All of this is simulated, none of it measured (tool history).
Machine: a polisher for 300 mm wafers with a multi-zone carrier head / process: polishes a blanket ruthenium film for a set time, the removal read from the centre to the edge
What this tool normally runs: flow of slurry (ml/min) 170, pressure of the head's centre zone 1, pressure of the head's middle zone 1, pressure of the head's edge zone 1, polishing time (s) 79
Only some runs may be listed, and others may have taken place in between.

run,day,flow of slurry (ml/min),pressure of the head's centre zone,pressure of the head's middle zone,pressure of the head's edge zone,polishing time (s),"incoming thickness of the incoming film, nm",film removed at the wafer's centre (angstrom),film removed at mid-radius (angstrom),film removed at the wafer's edge (angstrom)
1,0,170,1,1,1,79,542.6,1333,1357,1336
2,3.529,170,1,1,1,79,540.9,1334,1341,1355
3,7.825,170,1,1,1,79,541.4,1326,1354,1350
4,10.162,170,1,1,1,79,534.2,1314,1378,1332
5,13.625,170,1,1,1.05,79,546.1,1334,1361,1357
6,17.433,170,1,1,1.05,79,531.4,1324,1353,1383
7,20.925,170,1,1,1.05,79,533.2,1330,1355,1335
8,24.304,170,1,1,1,79,532,1347,1341,1339
9,26.642,170,1,1,1,79,542.4,1334,1358,1348
10,30.317,170,1,1,1.03,79,543.2,1316,1367,1362
11,34.5,170,1,1,1.03,79,540.9,1330,1375,1352
12,38.321,140,1,1,1,79,548,1253,1309,1259
13,40.012,170,1,1,1,79,543.1,1322,1344,1335
14,44.154,170,1,1,1.05,79,545.6,1319,1365,1373
15,46.188,170,1.07,1.1,1,57,538.9,1037,1066,959
16,48.175,170,0.95,1,1.12,79,536.1,1267,1373,1389
17,50.796,230,1,1,1,79,543,1405,1422,1352
18,55.167,170,1,0.89,1,79,541.7,1312,1243,1356
19,58.758,170,1,1,1.09,79,530.6,1323,1365,1385
20,63.171,170,1,1.04,1.11,79,540.5,1318,1383,1388
21,67.542,170,1,1,1.09,101,534,1704,1732,1795
22,69.088,170,1,1,1,69,546.2,1164,1184,1173
23,72.546,170,1,1,1,79,541.2,1328,1349,1324

Not shown here: 16 entries made in the log between runs. Locate each between two listed runs and compare the hidden state at the listed run before it with the hidden state at the listed run after it:
Between runs 2 and 3: carrier head's membrane replaced by a new one (day 6.762); worn pad replaced by a new one (day 7.212)
  no difference in the tool's unlogged condition between these two runs
Between runs 3 and 4: centre zone pressure recalibrated (day 8.471)
  no difference in the tool's unlogged condition between these two runs
Between runs 5 and 6: slurry nozzle cleaned (day 16.129)
  no difference in the tool's unlogged condition between these two runs
Between runs 7 and 8: centre zone pressure recalibrated (day 22.762); worn pad replaced by a new one (day 23.592)
  no difference in the tool's unlogged condition between these two runs
Between runs 11 and 12: edge zone pressure recalibrated (day 34.683); slurry nozzle cleaned (day 36.271); centre zone pressure recalibrated (day 38.3)
  no difference in the tool's unlogged condition between these two runs
Between runs 12 and 13: worn pad replaced by a new one (day 39.75)
  no difference in the tool's unlogged condition between these two runs
Between runs 15 and 16: carrier head's membrane replaced by a new one (day 46.642)
  no difference in the tool's unlogged condition between these two runs
Between runs 17 and 18: worn pad replaced by a new one (day 52.871); slurry nozzle cleaned (day 54.667)
  no difference in the tool's unlogged condition between these two runs
Between runs 18 and 19: centre zone pressure recalibrated (day 56.408)
  no difference in the tool's unlogged condition between these two runs
Between runs 20 and 21: worn pad replaced by a new one (day 65.75)
  no difference in the tool's unlogged condition between these two runs
Between runs 22 and 23: centre zone pressure recalibrated (day 71.325)
  no difference in the tool's unlogged condition between these two runs
